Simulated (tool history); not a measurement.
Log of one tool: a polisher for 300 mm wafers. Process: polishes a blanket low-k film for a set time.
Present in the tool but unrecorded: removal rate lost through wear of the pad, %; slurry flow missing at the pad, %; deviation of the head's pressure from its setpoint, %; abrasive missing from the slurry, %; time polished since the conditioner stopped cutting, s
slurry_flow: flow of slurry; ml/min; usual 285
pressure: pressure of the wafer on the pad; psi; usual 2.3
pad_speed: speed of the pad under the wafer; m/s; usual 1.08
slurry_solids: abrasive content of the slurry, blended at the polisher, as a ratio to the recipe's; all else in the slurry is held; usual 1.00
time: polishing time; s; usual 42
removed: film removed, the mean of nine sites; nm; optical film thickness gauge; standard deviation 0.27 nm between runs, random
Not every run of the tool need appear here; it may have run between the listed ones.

run   hour  slurry_flow  pressure  pad_speed  slurry_solids  time  wafers since the last listed run  wafers polished on this pad  hours since the slurry nozzle was cleaned  hours since the head pressure was calibrated  hours since the slurry blender was calibrated  hours since the conditioning disc was replaced  incoming thickness of the incoming film, nm  removed
  1    0.0          285       2.3       1.38           1.00    42                                 0                          659                                      152.8                                         423.6                                          192.5                                           433.5                                        727.1     15.7
  2   13.8          285       2.3       1.38           1.00    42                                96                          755                                      166.6                                         437.4                                          206.3                                           447.3                                        730.7     15.8
      24.8  -- worn pad replaced by a new one
  3   27.5          285       2.3       1.08           1.00    42                                67                           18                                      180.3                                         451.1                                          220.0                                           461.0                                        728.8     13.9
  4   38.1          285       2.3       1.08           1.00    42                                73                           92                                      190.9                                         461.7                                          230.6                                           471.6                                        716.8     14.0
  5   44.4          285       2.3       0.84           1.00    42                                43                          136                                      197.2                                         468.0                                          236.9                                           477.9                                        717.7     12.5
  6   53.8          285       2.3       0.84           1.00    42                                65                          201                                      206.6                                         477.4                                          246.3                                           487.3                                        718.7     12.4
  7   67.2          285       2.3       1.08           1.00    42                                93                          294                                      220.0                                         490.8                                          259.7                                           500.7                                        728.7     14.1
      76.9  -- head pressure recalibrated
  8   77.4          285       2.3       1.08           1.00    42                                57                          351                                      230.2                                           0.5                                          269.9                                           510.9                                        740.0     13.7
  9   85.6          285       2.3       1.08           1.00    42                                57                          409                                      238.4                                           8.7                                          278.1                                           519.1                                        743.5     13.7
 10   96.8          285       2.7       0.94           1.00    52                                77                          487                                      249.6                                          19.9                                          289.3                                           530.3                                        727.2     17.6
     111.6  -- conditioning disc replaced and pad reconditioned
     114.9  -- worn pad replaced by a new one
     131.8  -- slurry blender recalibrated
     134.7  -- slurry nozzle cleaned
 11  135.2          285       2.3       1.08           1.00    42                               209                          120                                        0.5                                          58.3                                            3.4                                            23.6                                        738.4     17.1
 12  142.5          285       1.8       1.08           1.00    42                                50                          171                                        7.8                                          65.6                                           10.7                                            30.9                                        728.3     14.7
 13  155.9          285       2.3       1.08           1.00    42                                93                          264                                       21.2                                          79.0                                           24.1                                            44.3                                        732.7     16.7
 14  163.8          225       2.8       1.08           0.90    35                                55                          319                                       29.1                                          86.9                                           32.0                                            52.2                                        724.3     14.2
 15  170.1          285       2.7       1.30           1.00    55                                43                          363                                       35.4                                          93.2                                           38.3                                            58.5                                        719.6     26.6
 16  182.2          285       2.3       1.08           1.00    36                                84                          448                                       47.5                                         105.3                                           50.4                                            70.6                                        723.7     13.7
 17  191.2          285       3.0       0.96           1.25    34                                62                          510                                       56.5                                         114.3                                           59.4                                            79.6                                        725.0     16.2

Below, each run's measurement less what the same run would have read without the hidden state. Both values contain the same run-to-run variation, but the gauge's scatter may not be the same in both:
run  removed
  1     -7.7
  2     -7.6
  3     -5.8
  4     -6.0
  5     -4.5
  6     -4.5
  7     -6.0
  8     -5.8
  9     -5.8
 10     -7.6
 11     -2.5
 12     -2.1
 13     -3.1
 14     -3.2
 15     -7.0
 16     -3.1
 17     -4.2

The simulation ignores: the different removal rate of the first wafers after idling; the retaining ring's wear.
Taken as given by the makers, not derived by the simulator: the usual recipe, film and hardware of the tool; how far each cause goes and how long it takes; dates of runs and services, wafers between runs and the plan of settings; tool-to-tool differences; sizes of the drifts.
